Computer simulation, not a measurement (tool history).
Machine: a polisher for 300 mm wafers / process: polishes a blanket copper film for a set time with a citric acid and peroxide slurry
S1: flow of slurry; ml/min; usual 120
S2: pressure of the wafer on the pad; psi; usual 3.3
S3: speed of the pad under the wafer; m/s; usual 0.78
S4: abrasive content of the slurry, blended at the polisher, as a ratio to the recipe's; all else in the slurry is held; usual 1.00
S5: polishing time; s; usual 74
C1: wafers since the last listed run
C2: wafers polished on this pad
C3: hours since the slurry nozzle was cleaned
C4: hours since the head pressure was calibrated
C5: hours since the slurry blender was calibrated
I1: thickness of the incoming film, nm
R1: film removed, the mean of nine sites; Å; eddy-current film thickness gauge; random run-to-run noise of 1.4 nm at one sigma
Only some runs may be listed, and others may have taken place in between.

run	day	S1	S2	S3	S4	S5	C1	C2	C3	C4	C5	I1	R1
1	0.000	105	3.3	0.78	1.00	74	0	229	92.2	430.2	250.0	914.0	1210
2	1.412	120	3.3	0.78	1.20	74	318	547	126.1	464.1	283.9	901.2	1273
# day 2.271: slurry blender recalibrated
3	4.392	120	3.3	0.78	1.20	74	652	1200	197.6	535.6	50.9	915.0	1191
# day 6.000: slurry nozzle cleaned
4	6.021	120	3.3	0.78	1.20	74	357	1558	0.5	574.7	90.0	913.8	1128
# day 6.638: worn pad replaced by a new one
5	8.200	120	3.3	0.78	1.00	93	453	352	52.8	627.0	142.3	903.0	1538
6	9.600	120	3.3	0.78	1.00	93	315	667	86.4	660.6	175.9	911.8	1529
7	12.233	120	3.3	0.78	1.00	74	593	1261	149.6	723.8	239.1	914.2	1140
# day 13.017: worn pad replaced by a new one
# day 15.004: slurry nozzle cleaned
8	15.188	120	3.3	0.78	1.15	61	618	479	4.4	794.7	310.0	917.9	1042
# day 15.754: slurry blender recalibrated
9	18.088	150	3.3	0.78	1.00	74	634	1114	74.0	864.3	56.0	924.7	1215
# day 19.104: worn pad replaced by a new one
10	20.933	120	3.3	0.64	1.00	74	603	412	142.3	932.6	124.3	904.0	1084
11	22.933	120	3.3	0.78	1.15	74	450	863	190.3	980.6	172.3	914.9	1222
# day 24.108: head pressure recalibrated
# day 24.117: slurry nozzle cleaned
# day 25.175: worn pad replaced by a new one
12	25.933	120	3.3	0.78	0.75	97	617	170	43.6	43.8	244.3	890.6	1563
# day 27.988: slurry blender recalibrated
13	28.058	145	3.3	0.78	1.30	74	460	630	94.6	94.8	1.7	909.8	1318
14	29.792	100	3.3	0.56	0.75	55	390	1021	136.2	136.4	43.3	916.1	649
15	31.229	120	3.3	0.78	1.20	74	324	1345	170.7	170.9	77.8	918.5	1146
16	32.762	155	3.3	1.00	1.00	74	345	1691	207.5	207.7	114.6	924.1	1361
# day 32.988: worn pad replaced by a new one
17	34.600	120	3.3	0.96	1.00	58	376	363	251.6	251.8	158.7	908.2	1083

Alternative continuations, all from the tool just after run 17; predict every row:
A	34.617	100	3.3	0.78	1.00	74	3	367	252.0	252.2	159.1	922.1	?
B	34.617	90	3.3	0.78	1.00	74	3	367	252.0	252.2	159.1	922.1	?
C	34.617	150	3.9	0.78	0.90	64	3	367	252.0	252.2	159.1	922.1	?
D	34.617	85	2.4	0.78	0.80	74	3	367	252.0	252.2	159.1	922.1	?
E	34.617	135	2.9	0.78	1.00	97	3	367	252.0	252.2	159.1	922.1	?

run	R1
A	1202
B	1168
C	1252
D	908
E	1549
The same runs, with their run-to-run variation unchanged, on a tool lacking any hidden condition would have given:
run	R1
A	1242
B	1207
C	1294
D	938
E	1600

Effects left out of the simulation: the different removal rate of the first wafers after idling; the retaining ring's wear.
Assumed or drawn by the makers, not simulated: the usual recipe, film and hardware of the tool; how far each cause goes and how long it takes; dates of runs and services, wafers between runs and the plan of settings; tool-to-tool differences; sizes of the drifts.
